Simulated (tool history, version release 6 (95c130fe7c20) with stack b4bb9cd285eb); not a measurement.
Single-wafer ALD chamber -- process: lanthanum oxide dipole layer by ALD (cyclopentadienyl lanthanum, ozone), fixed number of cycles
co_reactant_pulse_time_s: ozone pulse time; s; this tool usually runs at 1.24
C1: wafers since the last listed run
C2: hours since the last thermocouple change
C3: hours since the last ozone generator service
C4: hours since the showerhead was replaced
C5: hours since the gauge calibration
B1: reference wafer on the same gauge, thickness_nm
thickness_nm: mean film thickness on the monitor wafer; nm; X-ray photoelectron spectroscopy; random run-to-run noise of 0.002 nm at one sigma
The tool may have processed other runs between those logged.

Run 1, day 0.000: usual settings; C1 0; C2 2389.1; C3 1190.1; C4 3667.5; C5 1988.3; B1 0.557. Result: thickness_nm 0.544 nm.
Run 2, day 1.617: usual settings; C1 906; C2 2427.9; C3 1228.9; C4 3706.3; C5 2027.1; B1 0.558. Result: thickness_nm 0.545 nm.
Run 3, day 3.667: usual settings but co_reactant_pulse_time_s 0.92 s; C1 1149; C2 2477.1; C3 1278.1; C4 3755.5; C5 2076.3; B1 0.556. Result: thickness_nm 0.513 nm.
Run 4, day 5.988: usual settings but co_reactant_pulse_time_s 0.92 s; C1 1301; C2 2532.8; C3 1333.8; C4 3811.2; C5 2132.0; B1 0.557. Result: thickness_nm 0.511 nm.
Run 5, day 8.075: usual settings; C1 1170; C2 2582.9; C3 1383.9; C4 3861.3; C5 2182.1; B1 0.557. Result: thickness_nm 0.547 nm.
Run 6, day 9.504: usual settings; C1 801; C2 2617.2; C3 1418.2; C4 3895.6; C5 2216.4; B1 0.557. Result: thickness_nm 0.541 nm.
Run 7, day 12.438: usual settings but co_reactant_pulse_time_s 1.11 s; C1 1645; C2 2687.6; C3 1488.6; C4 3966.0; C5 2286.8; B1 0.557. Result: thickness_nm 0.529 nm.
Run 8, day 15.071: usual settings but co_reactant_pulse_time_s 1.03 s; C1 1476; C2 2750.8; C3 1551.8; C4 4029.2; C5 2350.0; B1 0.557. Result: thickness_nm 0.526 nm.
At day 15.683: thermocouple changed; heater temperature recalibrated.
Run 9, day 16.500: usual settings but co_reactant_pulse_time_s 1.03 s; C1 614; C2 19.6; C3 1586.1; C4 4063.5; C5 2384.3; B1 0.558. Result: thickness_nm 0.525 nm.
At day 18.950: gauge calibrated.
Run 10, day 24.988: usual settings but co_reactant_pulse_time_s 1.03 s; C1 4760; C2 223.3; C3 1789.8; C4 4267.2; C5 144.9; B1 0.544. Result: thickness_nm 0.509 nm.
Run 11, day 26.842: usual settings but co_reactant_pulse_time_s 1.55 s; C1 1039; C2 267.8; C3 1834.3; C4 4311.7; C5 189.4; B1 0.544. Result: thickness_nm 0.544 nm.
At day 27.562: ozone generator serviced.
Run 12, day 29.296: usual settings; C1 1189; C2 326.7; C3 41.6; C4 4370.6; C5 248.3; B1 0.545. Result: thickness_nm 0.532 nm.
Run 13, day 32.279: usual settings; C1 1673; C2 398.3; C3 113.2; C4 4442.2; C5 319.9; B1 0.545. Result: thickness_nm 0.532 nm.
Run 14, day 34.729: usual settings but co_reactant_pulse_time_s 0.78 s; C1 1374; C2 457.1; C3 172.0; C4 4501.0; C5 378.7; B1 0.546. Result: thickness_nm 0.490 nm.
Run 15, day 35.988: usual settings; C1 705; C2 487.3; C3 202.2; C4 4531.2; C5 408.9; B1 0.546. Result: thickness_nm 0.534 nm.
Run 16, day 37.838: usual settings but co_reactant_pulse_time_s 0.88 s; C1 1037; C2 531.7; C3 246.6; C4 4575.6; C5 453.3; B1 0.547. Result: thickness_nm 0.498 nm.
Run 17, day 40.188: usual settings; C1 1317; C2 588.1; C3 303.0; C4 4632.0; C5 509.7; B1 0.547. Result: thickness_nm 0.531 nm.
Run 18, day 41.608: usual settings but co_reactant_pulse_time_s 1.70 s; C1 796; C2 622.2; C3 337.1; C4 4666.1; C5 543.8; B1 0.548. Result: thickness_nm 0.558 nm.
Run 19, day 42.662: usual settings; C1 591; C2 647.5; C3 362.4; C4 4691.4; C5 569.1; B1 0.549. Result: thickness_nm 0.530 nm.

Expected results for the next run?
Run 20, day 44.429: usual settings but co_reactant_pulse_time_s 0.85 s; C1 990; C2 689.9; C3 404.8; C4 4733.8; C5 611.5; B1 ?. Result: thickness_nm ?.

{"run 20": {"B1": 0.549, "thickness_nm": 0.496}}
Had the tool carried no hidden state, the very same run would have given thickness_nm 0.489 nm.

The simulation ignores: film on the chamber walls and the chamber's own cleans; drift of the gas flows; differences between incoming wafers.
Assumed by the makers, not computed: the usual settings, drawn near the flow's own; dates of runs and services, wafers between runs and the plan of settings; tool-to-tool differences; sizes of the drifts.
